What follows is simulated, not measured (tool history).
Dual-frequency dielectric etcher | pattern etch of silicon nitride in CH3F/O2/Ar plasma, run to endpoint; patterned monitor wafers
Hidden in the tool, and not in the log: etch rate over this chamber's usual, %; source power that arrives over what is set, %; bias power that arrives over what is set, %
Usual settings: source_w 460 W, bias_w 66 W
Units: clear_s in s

| run | hour | source_w | bias_w | wafers since the last listed run | hours since the last wet clean | hours since the last source power generator calibration | hours since the last bias power generator calibration | hours since the last upper electrode change | incoming incoming film thickness, nm | clear_s |
|---|---|---|---|---|---|---|---|---|---|---|
| 1 | 0 | 460 | 66 | 0 | 248.5 | 1547.1 | 4122.9 | 3521.4 | 33.4 | 47.6 |
| 2 | 66.3 | 460 | 66 | 987 | 314.8 | 1613.4 | 4189.2 | 3587.7 | 32.73 | 47 |
| 3 | 129.5 | 380 | 66 | 940 | 378 | 1676.6 | 4252.4 | 3650.9 | 33.35 | 50 |
|  | 143.1 | bias power generator calibrated |
| 4 | 161.2 | 380 | 66 | 412 | 409.7 | 1708.3 | 18.1 | 3682.6 | 33.23 | 49.9 |
|  | 214.1 | upper electrode replaced |
|  | 214.7 | wet clean of the chamber |
| 5 | 230.6 | 380 | 66 | 667 | 15.9 | 1777.7 | 87.5 | 16.5 | 33.29 | 52.3 |
| 6 | 260.1 | 420 | 66 | 439 | 45.4 | 1807.2 | 117 | 46 | 33.29 | 50.8 |
| 7 | 327.8 | 420 | 66 | 1007 | 113.1 | 1874.9 | 184.7 | 113.7 | 33.25 | 50.3 |
| 8 | 387.8 | 420 | 66 | 893 | 173.1 | 1934.9 | 244.7 | 173.7 | 33.5 | 50.3 |
| 9 | 417.4 | 460 | 66 | 440 | 202.7 | 1964.5 | 274.3 | 203.3 | 33.3 | 48.2 |
| 10 | 443.4 | 460 | 66 | 387 | 228.7 | 1990.5 | 300.3 | 229.3 | 33.1 | 47.7 |
| 11 | 484 | 410 | 77 | 604 | 269.3 | 2031.1 | 340.9 | 269.9 | 33.69 | 46.8 |
| 12 | 522.8 | 360 | 51 | 577 | 308.1 | 2069.9 | 379.7 | 308.7 | 33.25 | 58.3 |
| 13 | 574.6 | 510 | 71 | 771 | 359.9 | 2121.7 | 431.5 | 360.5 | 33.16 | 44.1 |
| 14 | 645.7 | 540 | 80 | 1058 | 431 | 2192.8 | 502.6 | 431.6 | 33.17 | 40.5 |
| 15 | 715.1 | 420 | 77 | 1033 | 500.4 | 2262.2 | 572 | 501 | 33.06 | 44.3 |
|  | 726.2 | source power generator calibrated |
|  | 761.8 | wet clean of the chamber |
| 16 | 762.3 | 420 | 66 | 285 | 0.5 | 36.1 | 619.2 | 548.2 | 33.31 | 49.9 |
| 17 | 773.8 | 570 | 74 | 171 | 12 | 47.6 | 630.7 | 559.7 | 33.26 | 42.9 |
| 18 | 811 | 560 | 75 | 553 | 49.2 | 84.8 | 667.9 | 596.9 | 33.25 | 42.6 |
| 19 | 857.9 | 460 | 79 | 698 | 96.1 | 131.7 | 714.8 | 643.8 | 33.18 | 44.5 |
| 20 | 896.7 | 380 | 81 | 577 | 134.9 | 170.5 | 753.6 | 682.6 | 33.14 | 46.8 |
| 21 | 948.9 | 460 | 60 | 777 | 187.1 | 222.7 | 805.8 | 734.8 | 33.46 | 50.5 |
| 22 | 1013.3 | 460 | 66 | 958 | 251.5 | 287.1 | 870.2 | 799.2 | 33.47 | 47.9 |
| 23 | 1068.5 | 460 | 66 | 821 | 306.7 | 342.3 | 925.4 | 854.4 | 33.03 | 47 |
| 24 | 1093 | 460 | 66 | 364 | 331.2 | 366.8 | 949.9 | 878.9 | 33 | 46.6 |
| 25 | 1153.5 | 460 | 77 | 900 | 391.7 | 427.3 | 1010.4 | 939.4 | 33.35 | 44.2 |
| 26 | 1196.6 | 460 | 54 | 641 | 434.8 | 470.4 | 1053.5 | 982.5 | 32.9 | 50.8 |
|  | 1226.2 | wet clean of the chamber |
| 27 | 1253.1 | 460 | 66 | 483 | 26.9 | 526.9 | 1110 | 1039 | 33.06 | 48.6 |
| 28 | 1324.3 | 460 | 61 | 1060 | 98.1 | 598.1 | 1181.2 | 1110.2 | 33.49 | 50.1 |
| 29 | 1366.2 | 460 | 55 | 623 | 140 | 640 | 1223.1 | 1152.1 | 33.35 | 52.3 |
| 30 | 1436.2 | 460 | 66 | 1042 | 210 | 710 | 1293.1 | 1222.1 | 33.41 | 47.6 |
| 31 | 1495.2 | 490 | 72 | 878 | 269 | 769 | 1352.1 | 1281.1 | 32.94 | 43.9 |
| 32 | 1562.5 | 490 | 76 | 1002 | 336.3 | 836.3 | 1419.4 | 1348.4 | 33.4 | 43.4 |
| 33 | 1590.7 | 520 | 80 | 419 | 364.5 | 864.5 | 1447.6 | 1376.6 | 33.27 | 40.7 |
| 34 | 1643.4 | 460 | 81 | 784 | 417.2 | 917.2 | 1500.3 | 1429.3 | 33.45 | 42.7 |

The tool's hidden state at each run:
source power that arrives over what is set, %: 0 in every run
bias power that arrives over what is set, %: 0 in every run
H1: etch rate over this chamber's usual, %
| run | H1 |
|---|---|
| 1 | 2.56 |
| 2 | 3.25 |
| 3 | 3.9 |
| 4 | 4.23 |
| 5 | -0.185 |
| 6 | 0.121 |
| 7 | 0.822 |
| 8 | 1.44 |
| 9 | 1.75 |
| 10 | 2.02 |
| 11 | 2.44 |
| 12 | 2.84 |
| 13 | 3.38 |
| 14 | 4.12 |
| 15 | 4.84 |
| 16 | -0.133 |
| 17 | -0.0136 |
| 18 | 0.372 |
| 19 | 0.858 |
| 20 | 1.26 |
| 21 | 1.8 |
| 22 | 2.47 |
| 23 | 3.04 |
| 24 | 3.29 |
| 25 | 3.92 |
| 26 | 4.37 |
| 27 | 0.393 |
| 28 | 1.13 |
| 29 | 1.56 |
| 30 | 2.29 |
| 31 | 2.9 |
| 32 | 3.6 |
| 33 | 3.89 |
| 34 | 4.44 |
